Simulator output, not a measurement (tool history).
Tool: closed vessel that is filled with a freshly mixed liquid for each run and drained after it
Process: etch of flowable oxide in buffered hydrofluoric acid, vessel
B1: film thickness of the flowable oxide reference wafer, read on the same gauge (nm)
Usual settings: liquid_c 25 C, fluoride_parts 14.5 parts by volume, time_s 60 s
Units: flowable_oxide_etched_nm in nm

{"run": 1, "hour": 0.0, "liquid_c": 22.5, "fluoride_parts": 12, "time_s": 60, "B1": 130, "flowable_oxide_etched_nm": 210.07}
{"run": 2, "hour": 92.8, "liquid_c": 25, "fluoride_parts": 14.5, "time_s": 45, "B1": 130.02, "flowable_oxide_etched_nm": 149.11}
{"run": 3, "hour": 196.4, "liquid_c": 25, "fluoride_parts": 14.5, "time_s": 45, "B1": 130, "flowable_oxide_etched_nm": 148.93}
{"run": 4, "hour": 301.0, "liquid_c": 25, "fluoride_parts": 14.5, "time_s": 45, "B1": 129.98, "flowable_oxide_etched_nm": 149.54}
{"run": 5, "hour": 408.8, "liquid_c": 25, "fluoride_parts": 14.5, "time_s": 60, "B1": 129.99, "flowable_oxide_etched_nm": 202.45}
{"run": 6, "hour": 478.1, "liquid_c": 25, "fluoride_parts": 14.5, "time_s": 60, "B1": 130.04, "flowable_oxide_etched_nm": 201.83}
{"hour": 499.3, "done": "hydrofluoric acid flow meter replaced"}
{"run": 7, "hour": 537.0, "liquid_c": 25, "fluoride_parts": 14.5, "time_s": 60, "B1": 130.02, "flowable_oxide_etched_nm": 194.4}
{"hour": 601.5, "done": "thermometer replaced"}
{"run": 8, "hour": 620.5, "liquid_c": 25, "fluoride_parts": 14.5, "time_s": 60, "B1": 130, "flowable_oxide_etched_nm": 194.83}
{"run": 9, "hour": 700.5, "liquid_c": 25, "fluoride_parts": 14.5, "time_s": 60, "B1": 130.01, "flowable_oxide_etched_nm": 195.81}
{"run": 10, "hour": 753.8, "liquid_c": 25, "fluoride_parts": 16, "time_s": 45, "B1": 130.06, "flowable_oxide_etched_nm": 134.87}
{"run": 11, "hour": 818.7, "liquid_c": 25, "fluoride_parts": 20.5, "time_s": 60, "B1": 130.03, "flowable_oxide_etched_nm": 141.81}
{"run": 12, "hour": 875.2, "liquid_c": 25, "fluoride_parts": 14.5, "time_s": 60, "B1": 129.99, "flowable_oxide_etched_nm": 197.23}
{"hour": 1058.4, "done": "gauge calibrated"}
{"run": 13, "hour": 1119.9, "liquid_c": 30, "fluoride_parts": 14.5, "time_s": 75, "B1": 130.01, "flowable_oxide_etched_nm": 325.06}
{"run": 14, "hour": 1192.0, "liquid_c": 21.5, "fluoride_parts": 14.5, "time_s": 60, "B1": 130, "flowable_oxide_etched_nm": 164.61}
{"run": 15, "hour": 1266.2, "liquid_c": 25, "fluoride_parts": 14.5, "time_s": 75, "B1": 129.97, "flowable_oxide_etched_nm": 247.23}
{"run": 16, "hour": 1323.0, "liquid_c": 25, "fluoride_parts": 10, "time_s": 75, "B1": 130.01, "flowable_oxide_etched_nm": 354.77}
{"run": 17, "hour": 1429.5, "liquid_c": 25, "fluoride_parts": 20.5, "time_s": 30, "B1": 130.02, "flowable_oxide_etched_nm": 71.03}
{"run": 18, "hour": 1482.4, "liquid_c": 28, "fluoride_parts": 20, "time_s": 45, "B1": 129.99, "flowable_oxide_etched_nm": 126.83}
{"hour": 1509.0, "done": "thermometer replaced"}
{"run": 19, "hour": 1522.6, "liquid_c": 21, "fluoride_parts": 17, "time_s": 85, "B1": 129.97, "flowable_oxide_etched_nm": 192.09}
{"run": 20, "hour": 1607.9, "liquid_c": 25, "fluoride_parts": 14.5, "time_s": 60, "B1": 130.03, "flowable_oxide_etched_nm": 200.23}
{"run": 21, "hour": 1655.7, "liquid_c": 28, "fluoride_parts": 12, "time_s": 80, "B1": 129.97, "flowable_oxide_etched_nm": 378.29}
{"run": 22, "hour": 1694.8, "liquid_c": 25, "fluoride_parts": 14.5, "time_s": 60, "B1": 129.96, "flowable_oxide_etched_nm": 197.89}
{"run": 23, "hour": 1829.5, "liquid_c": 22.5, "fluoride_parts": 14.5, "time_s": 30, "B1": 130.05, "flowable_oxide_etched_nm": 87.48}
{"run": 24, "hour": 1895.1, "liquid_c": 22.5, "fluoride_parts": 14.5, "time_s": 75, "B1": 130, "flowable_oxide_etched_nm": 218.31}
{"run": 25, "hour": 1936.7, "liquid_c": 25, "fluoride_parts": 11.5, "time_s": 60, "B1": 129.98, "flowable_oxide_etched_nm": 249.6}
{"run": 26, "hour": 1999.2, "liquid_c": 26.5, "fluoride_parts": 8.5, "time_s": 85, "B1": 130, "flowable_oxide_etched_nm": 504.72}
{"run": 27, "hour": 2070.8, "liquid_c": 25, "fluoride_parts": 14.5, "time_s": 60, "B1": 130, "flowable_oxide_etched_nm": 201.14}
{"run": 28, "hour": 2156.0, "liquid_c": 29.5, "fluoride_parts": 12, "time_s": 45, "B1": 130.03, "flowable_oxide_etched_nm": 227.76}

Forecast run 29:
{"run": 29, "hour": 2211.5, "liquid_c": 25, "fluoride_parts": 14.5, "time_s": 60, "B1": "?", "flowable_oxide_etched_nm": "?"}

B1: 130.02
flowable_oxide_etched_nm: 200.4 nm
Without the tool's hidden state the same run would have given flowable_oxide_etched_nm 194.3 nm.
